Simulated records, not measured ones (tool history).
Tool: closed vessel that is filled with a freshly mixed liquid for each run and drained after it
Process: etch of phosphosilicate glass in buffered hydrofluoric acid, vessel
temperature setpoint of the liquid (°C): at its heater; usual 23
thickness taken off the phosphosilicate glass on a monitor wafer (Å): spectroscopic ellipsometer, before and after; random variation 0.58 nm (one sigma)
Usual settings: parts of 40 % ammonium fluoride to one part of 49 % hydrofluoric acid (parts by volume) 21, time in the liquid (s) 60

run	hour	temperature setpoint of the liquid (°C)	parts of 40 % ammonium fluoride to one part of 49 % hydrofluoric acid (parts by volume)	time in the liquid (s)	wafers since the last listed run	hours since the thermometer was replaced	hours since the hydrofluoric acid flow meter was replaced	hours since the gauge calibration	read-back film thickness of the phosphosilicate glass reference wafer, read on the same gauge (nm)	thickness taken off the phosphosilicate glass on a monitor wafer (Å)
1	0	23	21	60	0	1007	689.9	1066.7	150	1668.7
2	70.2	23	26	60	9349	1077.2	760.1	1136.9	150	1446
3	132.5	23	26	60	8297	1139.5	822.4	1199.2	149.99	1448.4
# hour 146.3: gauge calibrated
4	162.2	23	26	60	3955	1169.2	852.1	15.9	150	1454.2
5	225.8	23	21	60	8470	1232.8	915.7	79.5	150.01	1671
6	269.1	23	21	60	5766	1276.1	959	122.8	149.99	1665.8
7	307.9	23	21	60	5167	1314.9	997.8	161.6	150.02	1677.4
8	369.4	25.5	21	60	8190	1376.4	1059.3	223.1	150	1904.1
9	434.9	25.5	21	60	8723	1441.9	1124.8	288.6	150.01	1905.5
10	493.2	25.5	21	60	7764	1500.2	1183.1	346.9	150.04	1909.4
# hour 544.8: thermometer replaced
11	545.3	23	23.5	60	6805	0.5	1235.2	399	150.03	1542.2
12	594.6	23	23.5	60	6565	49.8	1284.5	448.3	149.98	1533.7
13	665.9	23	23.5	60	9495	121.1	1355.8	519.6	149.99	1538.1
14	709.5	23	21	60	5806	164.7	1399.4	563.2	150.02	1661
15	773.6	23	21	60	8536	228.8	1463.5	627.3	150.01	1664.5
16	838.3	23	26	60	8616	293.5	1528.2	692	149.99	1431.3
17	907.4	18.5	12.5	35	9202	362.6	1597.3	761.1	150	1221.2
# hour 918: hydrofluoric acid flow meter replaced
18	979.4	25.5	29	70	9455	434.6	61.4	833.1	149.99	1817.6
19	1044	18.5	21	60	8603	499.2	126	897.7	150.03	1324
20	1164.8	23	21	45	16088	620	246.8	1018.5	150.01	1269.9
21	1198.2	23	21	60	4448	653.4	280.2	1051.9	150.01	1691.3
22	1261.9	23	29.5	60	8483	717.1	343.9	1115.6	149.98	1338.3
23	1313.4	23	24.5	60	6858	768.6	395.4	1167.1	150.01	1518.9
# hour 1317.8: gauge calibrated
24	1369.2	25.5	21	60	7431	824.4	451.2	51.4	150	1934.9
25	1408.9	25.5	17	60	5287	864.1	490.9	91.1	150	2336
26	1448.4	25.5	21	85	5260	903.6	530.4	130.6	149.98	2722.5
27	1484.5	27	18.5	30	4807	939.7	566.5	166.7	150.01	1154.9
28	1513.7	26.5	24.5	60	3888	968.9	595.7	195.9	149.96	1830.5
29	1567.6	23	27	60	7178	1022.8	649.6	249.8	150	1416.8
30	1617.6	23	14.5	35	6659	1072.8	699.6	299.8	150.02	1381.6
31	1687.1	23	21	35	9256	1142.3	769.1	369.3	150.01	972.5

The next listed run, before its measurement:
32	1715.4	23	21	60	3769	1170.6	797.4	397.6	?	?

read-back film thickness of the phosphosilicate glass reference wafer, read on the same gauge (nm): 150.02
thickness taken off the phosphosilicate glass on a monitor wafer (Å): 1679.3
Without the tool's hidden state the same run would have given thickness taken off the phosphosilicate glass on a monitor wafer (Å) 1703.4.
